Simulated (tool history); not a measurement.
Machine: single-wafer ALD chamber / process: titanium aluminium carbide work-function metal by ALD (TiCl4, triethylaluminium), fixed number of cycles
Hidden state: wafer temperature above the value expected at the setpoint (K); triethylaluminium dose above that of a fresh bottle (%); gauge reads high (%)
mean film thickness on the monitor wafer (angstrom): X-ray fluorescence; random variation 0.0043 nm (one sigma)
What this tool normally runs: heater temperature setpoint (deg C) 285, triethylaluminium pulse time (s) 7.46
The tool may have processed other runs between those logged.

run     day  heater temperature setpoint (deg C)  triethylaluminium pulse time (s)  wafers since the last listed run  hours since the last thermocouple change  hours since the last triethylaluminium bottle change  hours since the showerhead was replaced  hours since the gauge calibration  read-back reference wafer on the same gauge, thickness_nm  mean film thickness on the monitor wafer (angstrom)
  1       0                                  285                              7.46                                 0                                    1735.6                                                1228.5                                   6481.4                              124.8                                                      2.079                                                16.13
  2   1.083                                  285                              7.46                               410                                    1761.6                                                1254.5                                   6507.4                              150.8                                                      2.081                                                16.07
  3   1.671                                  285                              7.46                               222                                    1775.7                                                1268.6                                   6521.5                              164.9                                                      2.079                                                16.15
  4   2.125                                  285                              7.46                               172                                    1786.6                                                1279.5                                   6532.4                              175.8                                                       2.08                                                16.15
      2.317  -- gauge calibrated
  5   2.829                                  285                              7.46                               266                                    1803.5                                                1296.4                                   6549.3                               12.3                                                       2.08                                                16.13
  6   3.117                                  292                              8.32                               108                                    1810.4                                                1303.3                                   6556.2                               19.2                                                       2.08                                                16.94
  7   3.521                                  279                              7.46                               153                                    1820.1                                                  1313                                   6565.9                               28.9                                                      2.081                                                15.69
  8   3.821                                  285                              7.46                               113                                    1827.3                                                1320.2                                   6573.1                               36.1                                                       2.08                                                 16.1
  9   4.175                                  285                              7.46                               134                                    1835.8                                                1328.7                                   6581.6                               44.6                                                       2.08                                                16.09
 10   4.496                                  285                              7.46                               121                                    1843.5                                                1336.4                                   6589.3                               52.3                                                      2.083                                                16.12
          5  -- thermocouple changed; heater temperature recalibrated
 11   5.021                                  285                              7.46                                72                                       0.5                                                  1349                                   6601.9                               64.9                                                       2.08                                                16.09
 12   5.938                                  276                              6.62                               347                                      22.5                                                  1371                                   6623.9                               86.9                                                       2.08                                                15.02
 13   6.204                                  285                              5.93                               101                                      28.9                                                1377.4                                   6630.3                               93.3                                                      2.081                                                15.25
       6.65  -- triethylaluminium bottle replaced
 14   6.742                                  285                              9.85                                77                                      41.8                                                   2.2                                   6643.2                              106.2                                                       2.08                                                17.96
 15   7.046                                  298                              7.46                               115                                      49.1                                                   9.5                                   6650.5                              113.5                                                      2.081                                                18.06
 16   7.692                                  298                                 5                               244                                      64.6                                                    25                                     6666                                129                                                      2.078                                                16.87
      8.108  -- gauge calibrated
      8.175  -- showerhead replaced
 17   8.204                                  285                              7.46                                67                                      76.9                                                  37.3                                      0.7                                2.3                                                       2.08                                                17.13
 18   8.642                                  285                              9.85                               165                                      87.4                                                  47.8                                     11.2                               12.8                                                      2.081                                                 17.8
 19   8.988                                  285                              7.46                               131                                      95.7                                                  56.1                                     19.5                               21.1                                                      2.079                                                17.17
 20   9.454                                  285                              7.46                               176                                     106.9                                                  67.3                                     30.7                               32.3                                                      2.078                                                17.08
 21  10.046                                  276                               4.7                               224                                     121.1                                                  81.5                                     44.9                               46.5                                                       2.08                                                14.99
 22  10.667                                  293                              6.29                               235                                       136                                                  96.4                                     59.8                               61.4                                                       2.08                                                17.01

Same runs, no hidden state in the tool, same run-to-run variation:
run  mean film thickness on the monitor wafer (angstrom)
  1                                                17.37
  2                                                17.32
  3                                                 17.4
  4                                                 17.4
  5                                                 17.4
  6                                                18.11
  7                                                16.93
  8                                                17.37
  9                                                17.36
 10                                                17.39
 11                                                17.36
 12                                                16.36
 13                                                16.75
 14                                                18.06
 15                                                18.22
 16                                                17.14
 17                                                17.35
 18                                                17.97
 19                                                17.42
 20                                                17.36
 21                                                15.41
 22                                                17.43
